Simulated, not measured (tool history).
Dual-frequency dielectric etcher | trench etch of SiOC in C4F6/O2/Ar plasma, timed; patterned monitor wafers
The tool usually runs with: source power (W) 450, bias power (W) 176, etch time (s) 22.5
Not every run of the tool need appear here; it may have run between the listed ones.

| run | day | source power (W) | bias power (W) | etch time (s) | read-back reference wafer on the same gauge, depth_nm | mean etch depth across the wafer (Å) |
|---|---|---|---|---|---|---|
| 1 | 0 | 520 | 176 | 22.5 | 47.04 | 554.7 |
| 2 | 0.538 | 520 | 176 | 22.5 | 47.01 | 557.4 |
| 3 | 0.996 | 400 | 176 | 19.5 | 47 | 411.4 |
| 4 | 1.467 | 450 | 176 | 22.5 | 46.99 | 511.6 |
| 5 | 2.167 | 450 | 176 | 22.5 | 46.97 | 512.7 |
| 6 | 2.817 | 450 | 176 | 22.5 | 46.98 | 513 |
| 7 | 3.154 | 450 | 176 | 22.5 | 46.99 | 514.3 |
| 8 | 3.817 | 450 | 176 | 22.5 | 46.98 | 512.7 |
| 9 | 4.192 | 450 | 176 | 22.5 | 47.01 | 515 |
| 10 | 4.475 | 510 | 176 | 22.5 | 47 | 553 |
| 11 | 5.033 | 380 | 201 | 22.5 | 46.98 | 473.8 |
|  | 5.308 | bias power generator calibrated |
| 12 | 5.729 | 420 | 176 | 22.5 | 47.01 | 494.5 |
| 13 | 6.454 | 480 | 176 | 17.5 | 47.01 | 415.5 |
| 14 | 7.188 | 480 | 176 | 17.5 | 46.99 | 418.5 |
| 15 | 7.571 | 450 | 176 | 22.5 | 47.01 | 516.6 |
|  | 8.146 | gauge calibrated |
| 16 | 8.304 | 450 | 176 | 22.5 | 46.97 | 517.5 |
|  | 9.558 | wet clean of the chamber |
|  | 9.6 | source power generator calibrated |
|  | 9.842 | upper electrode replaced |
| 17 | 9.862 | 550 | 206 | 18.5 | 46.97 | 480.3 |
| 18 | 9.879 | 450 | 159 | 19.5 | 47.01 | 432.1 |
| 19 | 9.996 | 450 | 176 | 17.5 | 47.01 | 395.2 |
| 20 | 10.404 | 410 | 176 | 18 | 47.02 | 383.6 |
| 21 | 10.808 | 450 | 176 | 18.5 | 47 | 417.7 |
| 22 | 11.346 | 560 | 160 | 25 | 46.97 | 630.2 |
| 23 | 11.658 | 550 | 176 | 22.5 | 46.99 | 571.2 |
| 24 | 11.942 | 410 | 176 | 25.5 | 47.01 | 544.2 |
| 25 | 12.654 | 450 | 190 | 16 | 47.01 | 366.6 |
| 26 | 14.15 | 540 | 176 | 17 | 47.01 | 428.6 |
| 27 | 14.654 | 380 | 150 | 17 | 47 | 339 |
| 28 | 15.046 | 450 | 176 | 22.5 | 46.98 | 509.2 |
| 29 | 15.529 | 420 | 209 | 19 | 46.99 | 426.1 |
| 30 | 16.012 | 480 | 176 | 17.5 | 47 | 413.1 |
| 31 | 16.533 | 450 | 176 | 22.5 | 46.98 | 511.8 |

Consider 3 possible next runs. They are alternatives, not a sequence: every one starts from the tool as it was left by run 31. What does each give?
| A | 16.55 | 450 | 176 | 22.5 | ? | ? |
| B | 16.55 | 500 | 164 | 22.5 | ? | ? |
| C | 16.55 | 450 | 176 | 26.5 | ? | ? |

| run | read-back reference wafer on the same gauge, depth_nm | mean etch depth across the wafer (Å) |
|---|---|---|
| A | 47 | 512.5 |
| B | 47 | 538.9 |
| C | 47 | 603.7 |
With no hidden state in the tool, these same runs would have given:
| run | mean etch depth across the wafer (Å) |
|---|---|
| A | 507.8 |
| B | 533.9 |
| C | 598.1 |
